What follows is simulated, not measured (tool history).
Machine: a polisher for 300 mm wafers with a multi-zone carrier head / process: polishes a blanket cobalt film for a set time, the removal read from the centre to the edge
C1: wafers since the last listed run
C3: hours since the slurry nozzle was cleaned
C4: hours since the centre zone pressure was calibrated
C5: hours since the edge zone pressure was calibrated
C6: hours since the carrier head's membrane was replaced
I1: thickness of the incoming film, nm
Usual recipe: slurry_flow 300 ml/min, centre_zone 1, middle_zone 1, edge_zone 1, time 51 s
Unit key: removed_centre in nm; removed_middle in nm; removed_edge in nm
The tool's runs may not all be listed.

Run 1, hour 0: usual settings but slurry_flow 370 ml/min; C1 0; wafers polished on this pad 4653; C3 554; C4 194.4; C5 63.1; C6 1407.9; I1 1442.8. Result: removed_centre 199.5 nm, removed_middle 198.6 nm, removed_edge 200.8 nm.
At hour 7.9: worn pad replaced by a new one.
Run 2, hour 46.1: usual settings but middle_zone 0.95, edge_zone 0.93; C1 328; wafers polished on this pad 297; C3 600.1; C4 240.5; C5 109.2; C6 1454; I1 1460.5. Result: removed_centre 192.2 nm, removed_middle 180.8 nm, removed_edge 184.5 nm.
Run 3, hour 105.7: usual settings but middle_zone 0.88; C1 464; wafers polished on this pad 762; C3 659.7; C4 300.1; C5 168.8; C6 1513.6; I1 1435.1. Result: removed_centre 185.7 nm, removed_middle 168.8 nm, removed_edge 191.8 nm.
At hour 197.3: slurry nozzle cleaned.
Run 4, hour 206.4: usual settings but middle_zone 0.94, edge_zone 0.97; C1 777; wafers polished on this pad 1539; C3 9.1; C4 400.8; C5 269.5; C6 1614.3; I1 1456.3. Result: removed_centre 199.5 nm, removed_middle 195.6 nm, removed_edge 199.5 nm.
Run 5, hour 302.8: usual settings but middle_zone 0.91; C1 751; wafers polished on this pad 2290; C3 105.5; C4 497.2; C5 365.9; C6 1710.7; I1 1473. Result: removed_centre 201.8 nm, removed_middle 184.7 nm, removed_edge 199.9 nm.
Run 6, hour 393.3: usual settings but centre_zone 1.05, middle_zone 0.96, edge_zone 0.89; C1 705; wafers polished on this pad 2995; C3 196; C4 587.7; C5 456.4; C6 1801.2; I1 1451.8. Result: removed_centre 213.2 nm, removed_middle 195.9 nm, removed_edge 195.9 nm.
At hour 430.7: centre zone pressure recalibrated.
At hour 484.6: carrier head's membrane replaced by a new one.
Run 7, hour 488.5: usual settings but slurry_flow 375 ml/min, time 58 s; C1 687; wafers polished on this pad 3683; C3 291.2; C4 57.8; C5 551.6; C6 3.9; I1 1429.8. Result: removed_centre 235.8 nm, removed_middle 230.8 nm, removed_edge 231.4 nm.
Run 8, hour 548.1: usual settings; C1 464; wafers polished on this pad 4147; C3 350.8; C4 117.4; C5 611.2; C6 63.5; I1 1421.4. Result: removed_centre 201.3 nm, removed_middle 199 nm, removed_edge 199.9 nm.
Run 9, hour 601.6: usual settings but centre_zone 1.06, middle_zone 0.97, time 35 s; C1 416; wafers polished on this pad 4564; C3 404.3; C4 170.9; C5 664.7; C6 117; I1 1458.3. Result: removed_centre 144.6 nm, removed_middle 132.9 nm, removed_edge 136.5 nm.
Run 10, hour 653.2: usual settings; C1 402; wafers polished on this pad 4967; C3 455.9; C4 222.5; C5 716.3; C6 168.6; I1 1424.2. Result: removed_centre 199.1 nm, removed_middle 198.8 nm, removed_edge 197 nm.
At hour 739.9: edge zone pressure recalibrated.
Run 11, hour 750.3: usual settings but slurry_flow 360 ml/min, centre_zone 1.07, middle_zone 1.05, edge_zone 1.04; C1 741; wafers polished on this pad 5708; C3 553; C4 319.6; C5 10.4; C6 265.7; I1 1455.6. Result: removed_centre 207.4 nm, removed_middle 205 nm, removed_edge 205.1 nm.
At hour 779.6: worn pad replaced by a new one.
Run 12, hour 826.6: usual settings but centre_zone 1.09, edge_zone 0.94; C1 563; wafers polished on this pad 366; C3 629.3; C4 395.9; C5 86.7; C6 342; I1 1468.2. Result: removed_centre 207 nm, removed_middle 190.7 nm, removed_edge 185.9 nm.
Run 13, hour 909.1: usual settings; C1 643; wafers polished on this pad 1009; C3 711.8; C4 478.4; C5 169.2; C6 424.5; I1 1445.4. Result: removed_centre 185.3 nm, removed_middle 185.8 nm, removed_edge 188.6 nm.
At hour 948.9: slurry nozzle cleaned.
Run 14, hour 1011.8: usual settings but slurry_flow 360 ml/min, centre_zone 1.03, middle_zone 1.07; C1 792; wafers polished on this pad 1801; C3 62.9; C4 581.1; C5 271.9; C6 527.2; I1 1466.8. Result: removed_centre 209.9 nm, removed_middle 216.9 nm, removed_edge 206 nm.
Run 15, hour 1103.4: usual settings; C1 713; wafers polished on this pad 2515; C3 154.5; C4 672.7; C5 363.5; C6 618.8; I1 1422.2. Result: removed_centre 204.6 nm, removed_middle 203.9 nm, removed_edge 200 nm.
At hour 1107.6: centre zone pressure recalibrated.
Run 16, hour 1179.2: usual settings but slurry_flow 235 ml/min, time 60 s; C1 575; wafers polished on this pad 3091; C3 230.3; C4 71.6; C5 439.3; C6 694.6; I1 1454.3. Result: removed_centre 231.6 nm, removed_middle 226.1 nm, removed_edge 231.9 nm.
Run 17, hour 1260.2: usual settings but slurry_flow 375 ml/min, centre_zone 0.9; C1 631; wafers polished on this pad 3722; C3 311.3; C4 152.6; C5 520.3; C6 775.6; I1 1450.4. Result: removed_centre 185.7 nm, removed_middle 205.8 nm, removed_edge 201.2 nm.
Run 18, hour 1325.9: usual settings but centre_zone 0.88, middle_zone 1.09, edge_zone 1.12; C1 512; wafers polished on this pad 4234; C3 377; C4 218.3; C5 586; C6 841.3; I1 1440.2. Result: removed_centre 179.6 nm, removed_middle 211.4 nm, removed_edge 207 nm.
Run 19, hour 1368: usual settings; C1 328; wafers polished on this pad 4562; C3 419.1; C4 260.4; C5 628.1; C6 883.4; I1 1451.4. Result: removed_centre 199.7 nm, removed_middle 195.3 nm, removed_edge 199 nm.
At hour 1389.5: worn pad replaced by a new one.
At hour 1463.6: edge zone pressure recalibrated.
Run 20, hour 1467.9: usual settings but slurry_flow 245 ml/min, edge_zone 1.05; C1 731; wafers polished on this pad 595; C3 519; C4 360.3; C5 4.3; C6 983.3; I1 1443.4. Result: removed_centre 185.6 nm, removed_middle 193.4 nm, removed_edge 196.1 nm.
Run 21, hour 1544.4: usual settings but slurry_flow 360 ml/min, centre_zone 1.03, middle_zone 1.07; C1 596; wafers polished on this pad 1192; C3 595.5; C4 436.8; C5 80.8; C6 1059.8; I1 1454. Result: removed_centre 210.4 nm, removed_middle 206.6 nm, removed_edge 199 nm.
Run 22, hour 1597.6: usual settings but slurry_flow 400 ml/min, centre_zone 1.03, middle_zone 0.89; C1 414; wafers polished on this pad 1606; C3 648.7; C4 490; C5 134; C6 1113; I1 1437.7. Result: removed_centre 199.6 nm, removed_middle 177.1 nm, removed_edge 200.8 nm.
Run 23, hour 1693.9: usual settings but centre_zone 1.09, middle_zone 0.95; C1 750; wafers polished on this pad 2357; C3 745; C4 586.3; C5 230.3; C6 1209.3; I1 1441.4. Result: removed_centre 197.4 nm, removed_middle 173.4 nm, removed_edge 184.2 nm.

Predict each of these 3 candidate next runs independently; none follows another, all start after run 23:
Run A, hour 1694.3: usual settings; C1 3; wafers polished on this pad 2360; C3 745.4; C4 586.7; C5 230.7; C6 1209.7; I1 1466.2. Result: removed_centre ?, removed_middle ?, removed_edge ?.
Run B, hour 1694.3: usual settings but slurry_flow 375 ml/min, centre_zone 0.95, middle_zone 1.06, edge_zone 0.9; C1 3; wafers polished on this pad 2360; C3 745.4; C4 586.7; C5 230.7; C6 1209.7; I1 1466.2. Result: removed_centre ?, removed_middle ?, removed_edge ?.
Run C, hour 1694.3: usual settings but edge_zone 1.09, time 41 s; C1 3; wafers polished on this pad 2360; C3 745.4; C4 586.7; C5 230.7; C6 1209.7; I1 1466.2. Result: removed_centre ?, removed_middle ?, removed_edge ?.

run  removed_centre  removed_middle  removed_edge
  A           181.4             182         183.4
  B           181.7           199.9         182.4
  C           145.8           146.3         152.2
Stripped of hidden state, with their random variation kept, the same runs would have yielded:
run  removed_centre  removed_middle  removed_edge
  A           205.4           203.3         199.1
  B           200.3           218.2         194.9
  C           165.1           163.4         165.3
